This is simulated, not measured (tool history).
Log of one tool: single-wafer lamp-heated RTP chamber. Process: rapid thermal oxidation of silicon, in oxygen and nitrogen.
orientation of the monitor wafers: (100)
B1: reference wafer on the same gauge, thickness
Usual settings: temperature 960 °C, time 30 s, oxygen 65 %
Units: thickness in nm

Run 1, hour 0.0: usual settings; B1 3.131. Result: thickness 3.035 nm.
Run 2, hour 70.8: usual settings; B1 3.130. Result: thickness 3.029 nm.
Run 3, hour 102.4: usual settings but time 33 s; B1 3.131. Result: thickness 3.129 nm.
Run 4, hour 129.7: usual settings but time 36 s; B1 3.130. Result: thickness 3.222 nm.
Run 5, hour 161.5: usual settings but temperature 948 °C; B1 3.133. Result: thickness 2.856 nm.
Run 6, hour 220.8: usual settings but oxygen 80 %; B1 3.129. Result: thickness 3.194 nm.
Run 7, hour 251.2: usual settings; B1 3.130. Result: thickness 3.035 nm.
At hour 261.6: pyrometer window cleaned and pyrometer calibrated.
Run 8, hour 281.4: usual settings; B1 3.131. Result: thickness 3.000 nm.
At hour 293.9: oxygen flow controller replaced.
Run 9, hour 307.3: usual settings but time 15 s, oxygen 51 %; B1 3.130. Result: thickness 2.402 nm.
Run 10, hour 377.5: usual settings but time 25 s, oxygen 92 %; B1 3.130. Result: thickness 3.098 nm.
Run 11, hour 405.0: usual settings but temperature 969 °C, oxygen 51 %; B1 3.131. Result: thickness 3.003 nm.
Run 12, hour 436.0: usual settings but time 43 s, oxygen 87 %; B1 3.128. Result: thickness 3.712 nm.
At hour 453.8: gauge calibrated.
Run 13, hour 545.7: usual settings but temperature 985 °C, time 25 s, oxygen 44 %; B1 3.129. Result: thickness 2.981 nm.
Run 14, hour 598.4: usual settings but temperature 973 °C, time 17 s; B1 3.131. Result: thickness 2.736 nm.
Run 15, hour 628.7: usual settings but time 15 s, oxygen 51 %; B1 3.129. Result: thickness 2.412 nm.
Run 16, hour 690.8: usual settings but temperature 971 °C, oxygen 40 %; B1 3.131. Result: thickness 2.875 nm.
At hour 716.7: pyrometer window cleaned and pyrometer calibrated.
Run 17, hour 720.1: usual settings; B1 3.133. Result: thickness 2.992 nm.

Some steps in thickness between neighbouring runs. How much of each would the tool show without its hidden state too (settings, what came in, random variation), and how much is left for the hidden state, with any gauge scatter that isn't in both results?
The hidden state here: true wafer temperature minus pyrometer reading, K; deviation of the oxygen flow from its setpoint, %; gauge reads high (%).
Run 7 -> 8: pyrometer window cleaned and pyrometer calibrated. thickness -0.035 nm: hidden state -0.034, all else -0.001.
Run 12 -> 13: temperature 960 -> 985, time 43 -> 25, oxygen 87 -> 44, gauge calibrated. thickness -0.731 nm: hidden state -0.013, all else -0.718.
